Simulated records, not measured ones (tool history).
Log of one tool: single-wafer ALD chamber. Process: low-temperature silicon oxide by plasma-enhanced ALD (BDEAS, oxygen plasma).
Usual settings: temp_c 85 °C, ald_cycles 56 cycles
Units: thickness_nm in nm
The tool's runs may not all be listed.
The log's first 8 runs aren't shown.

run   hour  temp_c  ald_cycles  read-back reference wafer on the same gauge, thickness_nm  thickness_nm
  9  364.8      88          56                                                      9.511         8.975
 10  415.4      88          56                                                      9.506         8.986
 11  451.4      74          56                                                      9.503         9.365
 12  500.1      74          56                                                      9.511         9.343
 13  529.7      74          56                                                      9.506         9.299
 14  569.0      85          56                                                      9.508         9.041
     599.2  -- gauge calibrated
 15  602.3      85          56                                                      9.510         9.058
 16  640.0      99          46                                                      9.508         7.171
 17  667.7      88          56                                                      9.507         8.978
 18  699.9      77          63                                                      9.511        10.440
 19  733.6      85          56                                                      9.513         9.064
 20  798.8      85          52                                                      9.508         8.382
 21  867.0      73          63                                                      9.512        10.532
     906.6  -- thermocouple changed; heater temperature recalibrated
 22  918.6      85          61                                                      9.505        10.028
 23  990.1      74          61                                                      9.508        10.377

Forecast run 24:
 24  1061.4      85          56                                                          ?             ?

{"run 24": {"read-back reference wafer on the same gauge, thickness_nm": 9.515, "thickness_nm": 9.195}}
Without the tool's hidden state the same run would have given thickness_nm 9.212 nm.
